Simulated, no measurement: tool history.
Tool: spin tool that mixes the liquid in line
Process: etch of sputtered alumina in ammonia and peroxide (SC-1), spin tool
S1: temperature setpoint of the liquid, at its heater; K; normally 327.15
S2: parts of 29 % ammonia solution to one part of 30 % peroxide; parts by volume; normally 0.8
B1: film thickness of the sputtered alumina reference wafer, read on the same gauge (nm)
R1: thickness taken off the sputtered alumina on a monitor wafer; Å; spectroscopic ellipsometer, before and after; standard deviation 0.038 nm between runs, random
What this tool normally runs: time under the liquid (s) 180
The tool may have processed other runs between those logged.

run 1 hour=0 | S1=327.15 S2=0.8 time_under_the_liquid_(s)=180 | B1=70 | R1=88
run 2 hour=13 | S1=327.15 S2=0.8 time_under_the_liquid_(s)=180 | B1=70 | R1=88.9
run 3 hour=27.9 | S1=327.15 S2=0.8 time_under_the_liquid_(s)=180 | B1=69.99 | R1=88.3
run 4 hour=45.7 | S1=327.15 S2=0.8 time_under_the_liquid_(s)=180 | B1=69.94 | R1=88.8
run 5 hour=52 | S1=327.15 S2=0.8 time_under_the_liquid_(s)=180 | B1=69.98 | R1=88.5
run 6 hour=58.7 | S1=327.15 S2=0.8 time_under_the_liquid_(s)=180 | B1=70 | R1=88.7
-- hour=61.2 gauge calibrated
run 7 hour=67.7 | S1=327.15 S2=0.8 time_under_the_liquid_(s)=180 | B1=70 | R1=88.5
run 8 hour=80.7 | S1=327.15 S2=0.8 time_under_the_liquid_(s)=180 | B1=70.04 | R1=88.5
run 9 hour=97.1 | S1=318.65 S2=0.8 time_under_the_liquid_(s)=180 | B1=69.98 | R1=55.7
-- hour=104 ammonia flow meter replaced
run 10 hour=113.6 | S1=327.15 S2=0.8 time_under_the_liquid_(s)=180 | B1=70.01 | R1=88.5
run 11 hour=123.7 | S1=324.15 S2=0.45 time_under_the_liquid_(s)=245 | B1=69.99 | R1=96.8
-- hour=126 thermometer replaced
run 12 hour=139.6 | S1=329.65 S2=0.4 time_under_the_liquid_(s)=120 | B1=69.97 | R1=63.3
-- hour=147.2 new drum of ammonia solution connected
run 13 hour=156.5 | S1=333.65 S2=0.8 time_under_the_liquid_(s)=95 | B1=70.03 | R1=66
-- hour=159 heated supply line repaired
run 14 hour=173.7 | S1=327.15 S2=0.5 time_under_the_liquid_(s)=180 | B1=70.01 | R1=84
run 15 hour=182.5 | S1=327.15 S2=0.8 time_under_the_liquid_(s)=180 | B1=70.01 | R1=89
run 16 hour=188.7 | S1=324.15 S2=0.6 time_under_the_liquid_(s)=140 | B1=70 | R1=57
run 17 hour=199.2 | S1=333.65 S2=0.8 time_under_the_liquid_(s)=180 | B1=69.99 | R1=125

Here are 4 independent what-if runs from the current tool condition. What would each one return?
run A hour=199.7 | S1=327.15 S2=0.4 time_under_the_liquid_(s)=180 | B1=? | R1=?
run B hour=199.7 | S1=322.65 S2=0.4 time_under_the_liquid_(s)=180 | B1=? | R1=?
run C hour=199.7 | S1=327.15 S2=1.1 time_under_the_liquid_(s)=135 | B1=? | R1=?
run D hour=199.7 | S1=321.65 S2=0.8 time_under_the_liquid_(s)=220 | B1=? | R1=?

run=A B1=70.01 R1=82.8
run=B B1=70.01 R1=64.8
run=C B1=70.01 R1=68.3
run=D B1=70.01 R1=80.1
Stripped of hidden state, with their random variation kept, the same runs would have yielded:
run=A R1=82.8
run=B R1=64.8
run=C R1=68.3
run=D R1=80.1

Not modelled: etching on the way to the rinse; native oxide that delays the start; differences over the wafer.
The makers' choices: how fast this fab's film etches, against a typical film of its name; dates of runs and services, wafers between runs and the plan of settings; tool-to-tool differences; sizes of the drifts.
